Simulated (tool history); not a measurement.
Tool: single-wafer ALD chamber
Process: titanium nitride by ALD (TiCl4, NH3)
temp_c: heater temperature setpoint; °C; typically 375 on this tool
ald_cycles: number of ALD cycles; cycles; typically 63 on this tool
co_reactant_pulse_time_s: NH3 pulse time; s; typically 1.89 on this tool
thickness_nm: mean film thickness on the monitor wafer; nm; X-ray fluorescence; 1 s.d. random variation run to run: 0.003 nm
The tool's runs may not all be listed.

run    hour  temp_c  ald_cycles  co_reactant_pulse_time_s  wafers since the last listed run  hours since the last thermocouple change  hours since the showerhead was replaced  hours since the gauge calibration  read-back reference wafer on the same gauge, thickness_nm  thickness_nm
  1       0     386          63                      1.89                                 0                                    1139.1                                   4874.8                              407.4                                                       1.28         1.207
  2    62.4     386          63                      1.89                               297                                    1201.5                                   4937.2                              469.8                                                       1.28         1.208
  3    89.9     375          63                      1.31                               131                                      1229                                   4964.7                              497.3                                                       1.28         1.174
  4   143.8     375          63                      1.31                               257                                    1282.9                                   5018.6                              551.2                                                       1.28         1.178
  5   197.4     375          63                      1.89                               255                                    1336.5                                   5072.2                              604.8                                                      1.281         1.198
  6   360.1     375          63                      1.89                               776                                    1499.2                                   5234.9                              767.5                                                      1.281         1.194
      381.9  -- thermocouple changed; heater temperature recalibrated
  7   428.3     375          63                      1.89                               287                                      46.4                                   5303.1                              835.7                                                      1.279         1.197
  8   486.8     375          63                      1.89                               279                                     104.9                                   5361.6                              894.2                                                       1.28         1.192
  9   523.2     375          63                      1.89                               173                                     141.3                                     5398                              930.6                                                       1.28         1.197
 10   582.9     375          63                      1.89                               284                                       201                                   5457.7                              990.3                                                       1.28         1.202
 11   617.5     375          63                      1.89                               165                                     235.6                                   5492.3                             1024.9                                                      1.279         1.201
 12   664.2     375          63                      1.89                               222                                     282.3                                     5539                             1071.6                                                      1.279         1.198
 13   738.1     375          63                      1.89                               352                                     356.2                                   5612.9                             1145.5                                                      1.279         1.197
 14   766.5     375          63                      1.89                               135                                     384.6                                   5641.3                             1173.9                                                      1.281         1.199
 15   795.8     375          63                      1.89                               139                                     413.9                                   5670.6                             1203.2                                                       1.28           1.2
 16     856     375          63                      1.89                               287                                     474.1                                   5730.8                             1263.4                                                       1.28         1.196
 17   913.2     375          67                      1.89                               272                                     531.3                                     5788                             1320.6                                                      1.282         1.274
      945.3  -- gauge calibrated
 18   981.7     375          67                      1.89                               326                                     599.8                                   5856.5                               36.4                                                      1.279         1.274
 19  1036.8     375          67                      1.89                               262                                     654.9                                   5911.6                               91.5                                                       1.28         1.275
 20  1081.2     375          63                      1.89                               211                                     699.3                                     5956                              135.9                                                       1.28           1.2
 21  1216.2     386          63                      1.89                               644                                     834.3                                     6091                              270.9                                                       1.28         1.211
 22  1247.7     375          63                      1.89                               150                                     865.8                                   6122.5                              302.4                                                      1.281         1.197
 23  1308.3     375          56                      1.89                               289                                     926.4                                   6183.1                                363                                                      1.279         1.067
 24  1348.3     367          55                      2.46                               190                                     966.4                                   6223.1                                403                                                      1.279          1.04
 25  1379.3     375          63                      1.89                               147                                     997.4                                   6254.1                                434                                                       1.28         1.199
 26  1442.4     389          74                      2.58                               301                                    1060.5                                   6317.2                              497.1                                                      1.279         1.441
 27  1484.3     389          63                      2.59                               199                                    1102.4                                   6359.1                                539                                                      1.279         1.224

The next listed run, before its measurement:
 28  1559.7     389          63                      2.33                               359                                    1177.8                                   6434.5                              614.4                                                          ?             ?

read-back reference wafer on the same gauge, thickness_nm: 1.28
thickness_nm: 1.218 nm
Without the tool's hidden state the same run would have given thickness_nm 1.218 nm.
